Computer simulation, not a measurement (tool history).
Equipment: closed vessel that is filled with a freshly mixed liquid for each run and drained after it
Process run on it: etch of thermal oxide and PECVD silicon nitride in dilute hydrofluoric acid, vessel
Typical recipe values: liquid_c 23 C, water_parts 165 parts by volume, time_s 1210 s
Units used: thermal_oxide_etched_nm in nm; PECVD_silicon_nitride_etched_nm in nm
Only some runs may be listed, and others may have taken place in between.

| run | hour | liquid_c | water_parts | time_s | wafers since the last listed run | hours since the thermometer was replaced | hours since the hydrofluoric acid flow meter was replaced | hours since the gauge calibration | read-back film thickness of the thermal oxide reference wafer, read on the same gauge (nm) | read-back film thickness of the PECVD silicon nitride reference wafer, read on the same gauge (nm) | thermal_oxide_etched_nm | PECVD_silicon_nitride_etched_nm |
|---|---|---|---|---|---|---|---|---|---|---|---|---|
| 1 | 0 | 23 | 165 | 1210 | 0 | 2337.2 | 1957.1 | 140.4 | 90.01 | 59.99 | 29.79 | 39.63 |
| 2 | 12 | 23 | 165 | 1210 | 523 | 2349.2 | 1969.1 | 152.4 | 89.97 | 60.01 | 30.23 | 39.38 |
| 3 | 23.7 | 23 | 165 | 1210 | 510 | 2360.9 | 1980.8 | 164.1 | 89.99 | 59.97 | 29.74 | 39.04 |
| 4 | 36.7 | 23 | 165 | 1210 | 566 | 2373.9 | 1993.8 | 177.1 | 90.04 | 60.02 | 30.19 | 39.84 |
|  | 46.9 | hydrofluoric acid flow meter replaced |
| 5 | 51.7 | 23 | 165 | 1210 | 610 | 2388.9 | 4.8 | 192.1 | 90.03 | 60.03 | 30.1 | 39.61 |
| 6 | 64 | 23 | 165 | 1210 | 536 | 2401.2 | 17.1 | 204.4 | 89.97 | 60.02 | 30.34 | 38.4 |
| 7 | 76.4 | 23 | 165 | 1210 | 540 | 2413.6 | 29.5 | 216.8 | 90 | 60.03 | 30.3 | 39.71 |
| 8 | 86.9 | 23 | 165 | 1210 | 457 | 2424.1 | 40 | 227.3 | 89.98 | 60.02 | 30.06 | 39.4 |
| 9 | 101.6 | 23 | 165 | 1210 | 641 | 2438.8 | 54.7 | 242 | 89.99 | 60.02 | 30.12 | 38.8 |
| 10 | 114.4 | 23 | 165 | 1210 | 558 | 2451.6 | 67.5 | 254.8 | 89.99 | 59.98 | 29.95 | 39.36 |
|  | 132.5 | thermometer replaced |
| 11 | 133 | 20 | 110 | 1210 | 767 | 0.5 | 86.1 | 273.4 | 90.01 | 60 | 42.87 | 47.59 |
| 12 | 149.4 | 23 | 130 | 1890 | 715 | 16.9 | 102.5 | 289.8 | 90.01 | 60.02 | 62.03 | 77.32 |
|  | 152.5 | gauge calibrated |
| 13 | 165 | 23 | 165 | 1210 | 680 | 32.5 | 118.1 | 12.5 | 89.96 | 59.96 | 29.59 | 39.46 |
| 14 | 178.6 | 27.5 | 95 | 1625 | 593 | 46.1 | 131.7 | 26.1 | 90.02 | 60 | 90.35 | 123 |
| 15 | 189.2 | 27 | 165 | 1745 | 462 | 56.7 | 142.3 | 36.7 | 89.97 | 60 | 50.39 | 73.8 |
| 16 | 203.6 | 19 | 105 | 1530 | 627 | 71.1 | 156.7 | 51.1 | 89.99 | 60.02 | 53.97 | 59.9 |
| 17 | 214.9 | 25 | 165 | 1210 | 492 | 82.4 | 168 | 62.4 | 90 | 59.99 | 32.33 | 44.23 |
| 18 | 221 | 23 | 165 | 1210 | 266 | 88.5 | 174.1 | 68.5 | 89.98 | 59.98 | 30 | 38.29 |
| 19 | 233.9 | 19 | 210 | 530 | 562 | 101.4 | 187 | 81.4 | 90.03 | 59.99 | 8.38 | 10.61 |
| 20 | 258.7 | 23 | 225 | 800 | 1081 | 126.2 | 211.8 | 106.2 | 90.04 | 59.98 | 13.76 | 19.08 |
| 21 | 266.7 | 19 | 235 | 1665 | 348 | 134.2 | 219.8 | 114.2 | 89.97 | 60 | 23.3 | 29.36 |
| 22 | 280.9 | 23 | 165 | 1210 | 619 | 148.4 | 234 | 128.4 | 90.03 | 59.99 | 29.6 | 38.49 |
| 23 | 298.4 | 23 | 165 | 1210 | 763 | 165.9 | 251.5 | 145.9 | 89.97 | 60.01 | 30.18 | 38.57 |
| 24 | 307.5 | 23 | 190 | 890 | 396 | 175 | 260.6 | 155 | 90.01 | 60 | 18.74 | 25.11 |
| 25 | 317.4 | 20 | 135 | 1860 | 431 | 184.9 | 270.5 | 164.9 | 89.99 | 60 | 51.84 | 59.91 |
| 26 | 323.6 | 23 | 165 | 1210 | 270 | 191.1 | 276.7 | 171.1 | 90.02 | 60 | 29.58 | 38.8 |

What the log doesn't show, run by run:
liquid colder than its thermometer reads (K): 0 at every run
hydrofluoric acid flow above the setpoint (%): 0 at every run
gauge reads high (%): 0 at every run

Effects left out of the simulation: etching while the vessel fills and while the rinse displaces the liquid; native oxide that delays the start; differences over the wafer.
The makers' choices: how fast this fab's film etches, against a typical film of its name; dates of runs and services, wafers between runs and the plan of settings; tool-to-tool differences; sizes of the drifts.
